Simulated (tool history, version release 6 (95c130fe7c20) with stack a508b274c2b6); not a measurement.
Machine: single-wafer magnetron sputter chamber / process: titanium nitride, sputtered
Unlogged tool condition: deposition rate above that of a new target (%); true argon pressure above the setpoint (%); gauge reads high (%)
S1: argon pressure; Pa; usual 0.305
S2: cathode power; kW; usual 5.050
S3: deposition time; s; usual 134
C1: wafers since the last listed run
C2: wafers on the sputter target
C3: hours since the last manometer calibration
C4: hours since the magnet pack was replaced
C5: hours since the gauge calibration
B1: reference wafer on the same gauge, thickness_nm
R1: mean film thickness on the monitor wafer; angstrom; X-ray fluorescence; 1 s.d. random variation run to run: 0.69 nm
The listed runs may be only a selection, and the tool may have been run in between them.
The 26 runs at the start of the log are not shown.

Run 27, day 16.938: usual settings but S1 0.210 Pa, S2 6.000 kW, S3 149 s; C1 89; C2 2194; C3 177.4; C4 73.1; C5 301.3; B1 132.843. Result: R1 1704.69 angstrom.
Run 28, day 17.558: usual settings but S1 0.363 Pa, S3 157 s; C1 99; C2 2293; C3 192.3; C4 88.0; C5 316.2; B1 132.768. Result: R1 1412.30 angstrom.
Run 29, day 17.975: usual settings but S1 0.400 Pa, S2 4.450 kW, S3 150 s; C1 66; C2 2360; C3 202.3; C4 98.0; C5 326.2; B1 133.042. Result: R1 1168.91 angstrom.
Run 30, day 18.367: usual settings; C1 62; C2 2423; C3 211.7; C4 107.4; C5 335.6; B1 133.146. Result: R1 1228.97 angstrom.
Run 31, day 18.638: usual settings but S1 0.193 Pa, S2 4.450 kW, S3 150 s; C1 43; C2 2466; C3 218.2; C4 113.9; C5 342.1; B1 133.272. Result: R1 1289.63 angstrom.
Run 32, day 19.358: usual settings but S3 161 s; C1 115; C2 2581; C3 235.5; C4 131.2; C5 359.4; B1 132.813. Result: R1 1470.21 angstrom.
Run 33, day 19.808: usual settings; C1 71; C2 2653; C3 246.3; C4 142.0; C5 370.2; B1 133.062. Result: R1 1235.11 angstrom.
Run 34, day 20.171: usual settings but S1 0.390 Pa, S3 146 s; C1 57; C2 2711; C3 255.0; C4 150.7; C5 378.9; B1 132.815. Result: R1 1304.43 angstrom.

Branching from run 34: 5 alternative next runs. What would each branch give?
Run A, day 20.188: usual settings but S3 115 s; C1 2; C2 2714; C3 255.4; C4 151.1; C5 379.3; B1 ?. Result: R1 ?.
Run B, day 20.188: usual settings but S2 5.900 kW, S3 127 s; C1 2; C2 2714; C3 255.4; C4 151.1; C5 379.3; B1 ?. Result: R1 ?.
Run C, day 20.188: usual settings but S1 0.253 Pa, S3 144 s; C1 2; C2 2714; C3 255.4; C4 151.1; C5 379.3; B1 ?. Result: R1 ?.
Run D, day 20.188: usual settings but S1 0.402 Pa, S2 4.000 kW, S3 114 s; C1 2; C2 2714; C3 255.4; C4 151.1; C5 379.3; B1 ?. Result: R1 ?.
Run E, day 20.188: usual settings but S1 0.389 Pa, S2 5.450 kW, S3 156 s; C1 2; C2 2714; C3 255.4; C4 151.1; C5 379.3; B1 ?. Result: R1 ?.

run       B1       R1
  A  132.861  1055.53
  B  132.861  1358.03
  C  132.861  1348.44
  D  132.861   802.82
  E  132.861  1494.39
Without the tool's unlogged condition, the same runs would have read:
run       R1
  A  1071.01
  B  1377.95
  C  1368.21
  D   814.60
  E  1516.30
